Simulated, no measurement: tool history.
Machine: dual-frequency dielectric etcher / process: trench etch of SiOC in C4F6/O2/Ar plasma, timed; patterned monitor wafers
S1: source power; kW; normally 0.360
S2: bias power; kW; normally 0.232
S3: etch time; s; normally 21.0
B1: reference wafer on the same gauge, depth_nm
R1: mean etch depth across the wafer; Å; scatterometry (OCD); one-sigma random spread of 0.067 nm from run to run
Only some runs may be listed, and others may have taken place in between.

run   hour     S1     S2    S3     B1     R1
  1    0.0  0.360  0.232  21.0  48.29  440.4
      56.4  -- wet clean of the chamber
  2   69.9  0.360  0.232  21.0  48.30  444.5
      97.2  -- gauge calibrated
  3   97.3  0.360  0.232  21.0  48.30  444.4
  4  146.6  0.360  0.232  21.0  48.31  443.9
  5  194.7  0.360  0.232  21.0  48.31  443.6
  6  233.3  0.360  0.252  21.0  48.33  455.8
  7  292.7  0.360  0.199  21.0  48.29  418.4
  8  347.0  0.360  0.199  21.0  48.29  418.7
     368.7  -- bias power generator calibrated
  9  373.3  0.360  0.232  25.5  48.28  535.3
 10  430.1  0.360  0.232  21.0  48.29  441.7
     475.4  -- upper electrode replaced
 11  475.9  0.430  0.232  21.0  48.28  479.1
     496.3  -- source power generator calibrated
     501.4  -- gauge calibrated
     504.5  -- wet clean of the chamber
 12  505.0  0.420  0.232  27.5  48.28  625.6
 13  550.2  0.360  0.232  17.5  48.29  370.1
 14  574.9  0.360  0.232  19.5  48.32  412.0
 15  599.0  0.360  0.289  16.0  48.28  367.1
 16  645.0  0.360  0.232  21.0  48.29  442.1

The logged runs with the hidden state left out (each run's random variation unchanged):
Hidden conditions of the tool in this case: etch rate over this chamber's usual, %; source power that arrives over what is set, %; bias power that arrives over what is set, %; gauge reads high (%).
run     R1
  1  444.1
  2  444.3
  3  444.5
  4  444.3
  5  444.4
  6  456.9
  7  419.8
  8  420.6
  9  537.9
 10  444.4
 11  482.4
 12  625.1
 13  370.1
 14  412.2
 15  367.5
 16  442.8
